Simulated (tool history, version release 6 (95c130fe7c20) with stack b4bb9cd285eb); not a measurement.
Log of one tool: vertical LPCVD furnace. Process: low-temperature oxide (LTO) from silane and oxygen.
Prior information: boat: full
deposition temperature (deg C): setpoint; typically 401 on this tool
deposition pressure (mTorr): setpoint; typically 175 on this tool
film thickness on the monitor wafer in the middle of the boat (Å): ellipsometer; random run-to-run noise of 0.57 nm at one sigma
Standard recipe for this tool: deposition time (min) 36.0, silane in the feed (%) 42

run	hour	deposition temperature (deg C)	deposition pressure (mTorr)	deposition time (min)	silane in the feed (%)	wafers since the last listed run	hours since the last temperature calibration	hours since the pressure gauge was zeroed	hours since the silane flow controller was replaced	hours since the gauge calibration	read-back reference wafer on the same gauge, thickness	film thickness on the monitor wafer in the middle of the boat (Å)
1	0.0	394	175	36.0	42	0	4162.3	1520.2	4588.7	520.2	281.08	2766.9
2	233.0	394	175	36.0	42	3328	4395.3	1753.2	4821.7	753.2	280.99	2772.8
3	303.1	401	175	36.0	46	1001	4465.4	1823.3	4891.8	823.3	280.98	3296.5
4	403.9	401	175	36.0	42	1439	4566.2	1924.1	4992.6	924.1	281.05	3009.2
5	480.5	401	175	36.0	42	1094	4642.8	2000.7	5069.2	1000.7	280.92	3015.3
# hour 531.5: silane flow controller replaced
# hour 536.3: pressure gauge zeroed
6	575.0	401	175	36.0	42	938	4737.3	38.7	43.5	1095.2	281.05	2984.8
7	618.8	401	175	36.0	42	625	4781.1	82.5	87.3	1139.0	280.89	2984.6
8	693.2	398	175	36.0	42	1062	4855.5	156.9	161.7	1213.4	281.10	2896.5
# hour 719.5: gauge calibrated
9	793.3	404	205	29.5	50	1429	4955.6	257.0	261.8	73.8	280.88	3480.0
# hour 858.6: thermocouples replaced and temperature profile calibrated
10	859.1	401	145	27.5	48	597	0.5	322.8	327.6	139.6	280.95	2073.0
11	902.4	401	160	31.0	42	618	43.8	366.1	370.9	182.9	280.79	2251.3
12	1009.8	405	190	36.0	42	1534	151.2	473.5	478.3	290.3	281.08	3247.5
13	1088.4	404	205	29.5	50	1122	229.8	552.1	556.9	368.9	281.01	3370.5
14	1170.6	393	175	44.5	42	1174	312.0	634.3	639.1	451.1	281.02	3247.7

Branching from run 14: 4 alternative next runs. What would each branch give?
A	1175.1	401	175	36.0	49	64	316.5	638.8	643.6	455.6	?	?
B	1175.1	401	175	31.5	35	64	316.5	638.8	643.6	455.6	?	?
C	1175.1	401	175	36.0	50	64	316.5	638.8	643.6	455.6	?	?
D	1175.1	401	190	36.0	42	64	316.5	638.8	643.6	455.6	?	?

run	read-back reference wafer on the same gauge, thickness	film thickness on the monitor wafer in the middle of the boat (Å)
A	280.83	3350.3
B	280.83	2007.0
C	280.83	3407.6
D	280.83	3117.3
Had the tool no hidden state, the same runs would have come out as:
run	film thickness on the monitor wafer in the middle of the boat (Å)
A	3325.6
B	1991.2
C	3382.6
D	3094.2
